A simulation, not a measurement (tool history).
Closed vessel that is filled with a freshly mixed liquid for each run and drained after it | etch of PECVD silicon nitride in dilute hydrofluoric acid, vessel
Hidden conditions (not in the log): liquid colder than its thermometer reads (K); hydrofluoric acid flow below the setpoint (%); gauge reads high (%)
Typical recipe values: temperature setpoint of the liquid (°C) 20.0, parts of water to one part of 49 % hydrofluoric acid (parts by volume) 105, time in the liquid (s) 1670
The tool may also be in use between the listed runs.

run	hour	temperature setpoint of the liquid (°C)	parts of water to one part of 49 % hydrofluoric acid (parts by volume)	time in the liquid (s)	wafers since the last listed run	hours since the thermometer was replaced	hours since the hydrofluoric acid flow meter was replaced	hours since the gauge calibration	read-back film thickness of the PECVD silicon nitride reference wafer, read on the same gauge (nm)	thickness taken off the PECVD silicon nitride on a monitor wafer (Å)
1	0.0	20.0	105	1670	0	1125.8	459.7	418.0	150.01	212.8
2	25.9	20.0	105	1670	918	1151.7	485.6	443.9	149.99	212.5
# hour 32.3: thermometer replaced
3	91.9	20.0	105	1670	2304	59.6	551.6	509.9	149.97	240.7
4	139.3	20.0	120	1065	1680	107.0	599.0	557.3	150.03	134.6
# hour 280.6: hydrofluoric acid flow meter replaced
5	344.1	20.0	105	1670	7224	311.8	63.5	762.1	149.98	231.7
6	391.6	20.0	105	1670	1683	359.3	111.0	809.6	149.97	229.7
7	438.0	20.0	105	1670	1644	405.7	157.4	856.0	149.98	231.2
8	496.8	20.0	105	1670	2084	464.5	216.2	914.8	149.99	228.3
9	619.0	20.0	105	1670	4331	586.7	338.4	1037.0	150.00	228.9
10	673.2	20.0	105	1670	1921	640.9	392.6	1091.2	149.97	222.9
11	718.9	20.0	105	1670	1619	686.6	438.3	1136.9	149.98	222.8
12	747.4	23.0	150	2300	1010	715.1	466.8	1165.4	150.00	266.9
13	790.2	20.0	105	1670	1517	757.9	509.6	1208.2	150.00	220.8
14	818.3	17.0	125	1670	996	786.0	537.7	1236.3	150.00	154.9
15	881.8	20.0	105	1670	2250	849.5	601.2	1299.8	150.03	218.7
# hour 900.3: thermometer replaced
16	916.7	20.0	105	1670	1201	16.4	636.1	1334.7	150.06	242.2
17	961.8	17.0	65	2295	1598	61.5	681.2	1379.8	150.05	423.9
18	986.7	23.5	135	1130	882	86.4	706.1	1404.7	150.00	161.6
# hour 991.4: hydrofluoric acid flow meter replaced
# hour 1156.2: gauge calibrated
19	1167.6	22.0	135	1930	6377	267.3	176.2	11.4	149.97	243.3
20	1228.0	20.0	105	1670	2141	327.7	236.6	71.8	149.99	233.2
21	1267.3	17.0	90	1285	1393	367.0	275.9	111.1	150.02	171.8
22	1328.8	20.0	105	1670	2180	428.5	337.4	172.6	150.00	228.4
23	1388.3	20.0	75	1670	2109	488.0	396.9	232.1	149.98	318.6
24	1421.7	20.0	105	1670	1183	521.4	430.3	265.5	149.99	232.1
25	1490.7	17.0	105	2405	2445	590.4	499.3	334.5	150.03	267.6
26	1522.3	24.0	85	1230	1120	622.0	530.9	366.1	149.99	271.5
27	1577.5	20.0	105	2585	1956	677.2	586.1	421.3	149.98	350.9
28	1632.0	17.0	105	2395	1931	731.7	640.6	475.8	149.99	260.9
29	1663.5	23.5	105	1670	1116	763.2	672.1	507.3	150.01	285.3
30	1727.2	23.0	105	1345	2258	826.9	735.8	571.0	150.03	220.3
31	1767.1	20.0	105	1670	1414	866.8	775.7	610.9	150.00	221.0
32	1806.4	22.5	140	1400	1393	906.1	815.0	650.2	149.95	162.8

What if the next run were any one of these 4? Each begins from the tool's condition after run 32:
A	1807.5	20.0	105	1670	38	907.2	816.1	651.3	?	?
B	1807.5	23.5	80	835	38	907.2	816.1	651.3	?	?
C	1807.5	17.0	105	1670	38	907.2	816.1	651.3	?	?
D	1807.5	17.5	150	1245	38	907.2	816.1	651.3	?	?

run	read-back film thickness of the PECVD silicon nitride reference wafer, read on the same gauge (nm)	thickness taken off the PECVD silicon nitride on a monitor wafer (Å)
A	150.05	220.5
B	150.05	182.5
C	150.05	179.0
D	150.05	98.0
Without the tool's hidden state the same runs would have given:
run	thickness taken off the PECVD silicon nitride on a monitor wafer (Å)
A	243.2
B	200.9
C	197.8
D	108.1

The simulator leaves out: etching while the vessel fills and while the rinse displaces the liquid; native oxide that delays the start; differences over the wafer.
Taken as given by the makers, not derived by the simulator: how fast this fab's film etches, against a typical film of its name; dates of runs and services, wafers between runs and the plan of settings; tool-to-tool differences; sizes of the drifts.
